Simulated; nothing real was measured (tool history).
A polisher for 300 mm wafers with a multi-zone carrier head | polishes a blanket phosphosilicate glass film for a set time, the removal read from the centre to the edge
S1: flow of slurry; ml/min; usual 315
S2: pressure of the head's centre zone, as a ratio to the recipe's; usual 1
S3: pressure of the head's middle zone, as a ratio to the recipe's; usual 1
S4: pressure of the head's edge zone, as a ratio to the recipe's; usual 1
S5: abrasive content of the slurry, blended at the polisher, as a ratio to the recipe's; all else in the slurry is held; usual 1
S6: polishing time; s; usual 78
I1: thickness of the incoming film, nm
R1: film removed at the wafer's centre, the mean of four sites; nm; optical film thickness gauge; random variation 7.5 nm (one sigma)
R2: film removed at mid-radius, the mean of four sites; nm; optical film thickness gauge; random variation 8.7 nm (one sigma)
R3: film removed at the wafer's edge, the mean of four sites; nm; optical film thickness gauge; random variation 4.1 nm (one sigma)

run,hour,S1,S2,S3,S4,S5,S6,I1,R1,R2,R3
1,0,315,1.07,1,1,0.85,78,2868.6,666.1,596.6,607.8
2,102.5,315,1,1,1,1,89,2924.6,734.1,673.9,703.9
# hour 118.8: worn pad replaced by a new one
3,119.3,350,1,0.89,1,0.85,60,2961.1,483.2,423.3,477.4
4,130.2,315,1,1,1,1,78,2929.9,666,618.5,642.7
5,161.8,315,1,1,1,1,78,2876.6,657.9,638.3,639.6
6,181,370,1.06,0.96,1,0.8,78,2950.4,670.5,597.7,609.8
7,209.2,285,1,1.04,1,1.25,102,2897.7,900.8,918.1,877.7
8,223.1,280,1.06,0.88,1,1.1,78,2917.5,703.2,581.1,655
9,258.2,285,1,1.1,1,1,94,2932.7,788.2,815.4,761
10,276.3,315,0.89,1,1,1,78,2908.4,584.9,617.1,631.1
11,302.5,315,1,1,0.88,1,78,2892.1,646.1,620.8,598.9
12,320.7,275,1,1,0.9,0.8,58,2913.2,439.7,423.1,421.4
13,343.2,315,1,1,1,1,78,2896.7,646.9,610.5,618.1
# hour 364.5: slurry nozzle cleaned
14,365.6,260,0.96,1,1,0.85,78,2880.1,566.4,569.4,586.1
15,382.2,405,1.08,1,1,0.8,78,2877.9,650.5,588.5,584.3
# hour 399.7: worn pad replaced by a new one
16,400.2,315,0.94,1.05,0.93,1,78,2949.1,610.4,652,626.5
17,430.8,315,1,1,1,1,78,2888.6,663.3,641,641.9
18,447.2,315,1,1,1.07,1,78,2924.6,644.8,631.2,661
19,477,315,1,1,1.04,1,86,2919.4,729.9,687.5,719.3
20,502.7,315,1,1,1,1,78,2924.7,632.3,620.3,637.9
21,537,315,1,1,1,1,78,2928.3,645.5,623.1,629.6

What the log doesn't show, run by run:
slurry flow missing at the pad, %: 0 in every run
deviation of the centre zone's pressure from its setpoint, %: 0 in every run
deviation of the edge zone's pressure from its setpoint, %: 0 in every run
H1: removal rate lost through wear of the pad, %
run,H1
1,1.49
2,4.12
3,0.293
4,0.302
5,0.419
6,0.556
7,0.848
8,1.03
9,1.61
10,1.98
11,2.59
12,3.06
13,3.71
14,4.43
15,5.01
16,0.846
17,0.912
18,0.999
19,1.25
20,1.57
21,2.13
